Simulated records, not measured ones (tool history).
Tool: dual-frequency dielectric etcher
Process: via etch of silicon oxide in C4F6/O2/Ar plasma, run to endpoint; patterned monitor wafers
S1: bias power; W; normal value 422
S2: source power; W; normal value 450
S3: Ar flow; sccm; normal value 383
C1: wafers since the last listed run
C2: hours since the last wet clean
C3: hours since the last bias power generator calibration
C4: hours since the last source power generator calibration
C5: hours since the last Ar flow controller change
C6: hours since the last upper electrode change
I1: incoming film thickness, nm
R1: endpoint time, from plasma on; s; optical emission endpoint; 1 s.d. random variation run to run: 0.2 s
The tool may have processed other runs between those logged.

run 1 hour=0.0 | S1=422 S2=450 S3=383 | C1=0 C2=402.0 C3=4113.6 C4=3152.5 C5=4722.7 C6=5439.5 | I1=129.8 | R1=26.3
run 2 hour=6.2 | S1=422 S2=450 S3=383 | C1=96 C2=408.2 C3=4119.8 C4=3158.7 C5=4728.9 C6=5445.7 | I1=130.8 | R1=26.6
run 3 hour=12.2 | S1=422 S2=450 S3=383 | C1=93 C2=414.2 C3=4125.8 C4=3164.7 C5=4734.9 C6=5451.7 | I1=131.3 | R1=27.0
run 4 hour=27.4 | S1=422 S2=450 S3=383 | C1=236 C2=429.4 C3=4141.0 C4=3179.9 C5=4750.1 C6=5466.9 | I1=130.8 | R1=26.3
run 5 hour=42.9 | S1=422 S2=450 S3=313 | C1=241 C2=444.9 C3=4156.5 C4=3195.4 C5=4765.6 C6=5482.4 | I1=129.8 | R1=25.5
run 6 hour=52.9 | S1=422 S2=450 S3=313 | C1=155 C2=454.9 C3=4166.5 C4=3205.4 C5=4775.6 C6=5492.4 | I1=129.8 | R1=25.4
run 7 hour=59.2 | S1=422 S2=450 S3=449 | C1=98 C2=461.2 C3=4172.8 C4=3211.7 C5=4781.9 C6=5498.7 | I1=130.3 | R1=26.7
run 8 hour=71.4 | S1=422 S2=450 S3=383 | C1=189 C2=473.4 C3=4185.0 C4=3223.9 C5=4794.1 C6=5510.9 | I1=132.7 | R1=26.7
run 9 hour=78.3 | S1=422 S2=450 S3=383 | C1=107 C2=480.3 C3=4191.9 C4=3230.8 C5=4801.0 C6=5517.8 | I1=130.8 | R1=26.4
run 10 hour=87.2 | S1=422 S2=450 S3=383 | C1=138 C2=489.2 C3=4200.8 C4=3239.7 C5=4809.9 C6=5526.7 | I1=131.0 | R1=26.4
run 11 hour=103.8 | S1=422 S2=450 S3=383 | C1=258 C2=505.8 C3=4217.4 C4=3256.3 C5=4826.5 C6=5543.3 | I1=132.8 | R1=26.5
run 12 hour=113.5 | S1=422 S2=450 S3=383 | C1=150 C2=515.5 C3=4227.1 C4=3266.0 C5=4836.2 C6=5553.0 | I1=131.0 | R1=26.2
run 13 hour=124.1 | S1=422 S2=450 S3=383 | C1=164 C2=526.1 C3=4237.7 C4=3276.6 C5=4846.8 C6=5563.6 | I1=131.6 | R1=26.6
run 14 hour=133.0 | S1=490 S2=420 S3=313 | C1=138 C2=535.0 C3=4246.6 C4=3285.5 C5=4855.7 C6=5572.5 | I1=130.9 | R1=24.6
run 15 hour=139.8 | S1=422 S2=510 S3=457 | C1=105 C2=541.8 C3=4253.4 C4=3292.3 C5=4862.5 C6=5579.3 | I1=131.0 | R1=25.5
-- hour=162.9 bias power generator calibrated
-- hour=188.2 upper electrode replaced, of another model than before
run 16 hour=188.9 | S1=462 S2=380 S3=383 | C1=328 C2=590.9 C3=26.0 C4=3341.4 C5=4911.6 C6=0.7 | I1=131.6 | R1=26.9
run 17 hour=197.8 | S1=478 S2=410 S3=341 | C1=138 C2=599.8 C3=34.9 C4=3350.3 C5=4920.5 C6=9.6 | I1=130.3 | R1=24.8
-- hour=223.8 wet clean of the chamber
run 18 hour=224.3 | S1=422 S2=450 S3=383 | C1=38 C2=0.5 C3=61.4 C4=3376.8 C5=4947.0 C6=36.1 | I1=131.6 | R1=28.3
run 19 hour=224.7 | S1=485 S2=490 S3=383 | C1=6 C2=0.9 C3=61.8 C4=3377.2 C5=4947.4 C6=36.5 | I1=132.1 | R1=25.0
run 20 hour=231.3 | S1=422 S2=530 S3=305 | C1=102 C2=7.5 C3=68.4 C4=3383.8 C5=4954.0 C6=43.1 | I1=131.6 | R1=25.5
-- hour=245.1 Ar flow controller replaced
run 21 hour=245.6 | S1=422 S2=450 S3=462 | C1=129 C2=21.8 C3=82.7 C4=3398.1 C5=0.5 C6=57.4 | I1=130.4 | R1=27.9
run 22 hour=257.5 | S1=422 S2=450 S3=383 | C1=185 C2=33.7 C3=94.6 C4=3410.0 C5=12.4 C6=69.3 | I1=130.8 | R1=27.6
-- hour=268.3 source power generator calibrated
run 23 hour=277.6 | S1=519 S2=340 S3=319 | C1=250 C2=53.8 C3=114.7 C4=9.3 C5=32.5 C6=89.4 | I1=130.5 | R1=27.5
run 24 hour=284.2 | S1=340 S2=420 S3=383 | C1=102 C2=60.4 C3=121.3 C4=15.9 C5=39.1 C6=96.0 | I1=131.5 | R1=32.7
run 25 hour=296.6 | S1=525 S2=560 S3=351 | C1=192 C2=72.8 C3=133.7 C4=28.3 C5=51.5 C6=108.4 | I1=131.8 | R1=22.0
run 26 hour=320.4 | S1=422 S2=450 S3=383 | C1=370 C2=96.6 C3=157.5 C4=52.1 C5=75.3 C6=132.2 | I1=132.3 | R1=27.9
run 27 hour=337.2 | S1=422 S2=410 S3=356 | C1=261 C2=113.4 C3=174.3 C4=68.9 C5=92.1 C6=149.0 | I1=130.4 | R1=28.4
run 28 hour=351.5 | S1=502 S2=450 S3=383 | C1=222 C2=127.7 C3=188.6 C4=83.2 C5=106.4 C6=163.3 | I1=131.5 | R1=24.5
run 29 hour=362.8 | S1=422 S2=450 S3=383 | C1=175 C2=139.0 C3=199.9 C4=94.5 C5=117.7 C6=174.6 | I1=131.4 | R1=27.5
run 30 hour=374.9 | S1=422 S2=350 S3=307 | C1=188 C2=151.1 C3=212.0 C4=106.6 C5=129.8 C6=186.7 | I1=130.5 | R1=30.0

Difference, measured minus no-hidden-state, one row per run. Run-to-run variation is common to both terms; the gauge's own scatter need not be:
The tool's hidden condition here consists of: etch rate over this chamber's usual, %; bias power that arrives over what is set, %; source power that arrives over what is set, %; Ar flow that arrives over what is set, %.
run=1 R1=-1.1
run=2 R1=-1.2
run=3 R1=-1.2
run=4 R1=-1.2
run=5 R1=-1.2
run=6 R1=-1.2
run=7 R1=-1.3
run=8 R1=-1.3
run=9 R1=-1.3
run=10 R1=-1.4
run=11 R1=-1.4
run=12 R1=-1.5
run=13 R1=-1.4
run=14 R1=-1.4
run=15 R1=-1.5
run=16 R1=-1.6
run=17 R1=-1.5
run=18 R1=+0.0
run=19 R1=+0.0
run=20 R1=+0.1
run=21 R1=+0.0
run=22 R1=-0.1
run=23 R1=-0.1
run=24 R1=-0.2
run=25 R1=-0.1
run=26 R1=-0.2
run=27 R1=-0.3
run=28 R1=-0.3
run=29 R1=-0.3
run=30 R1=-0.4
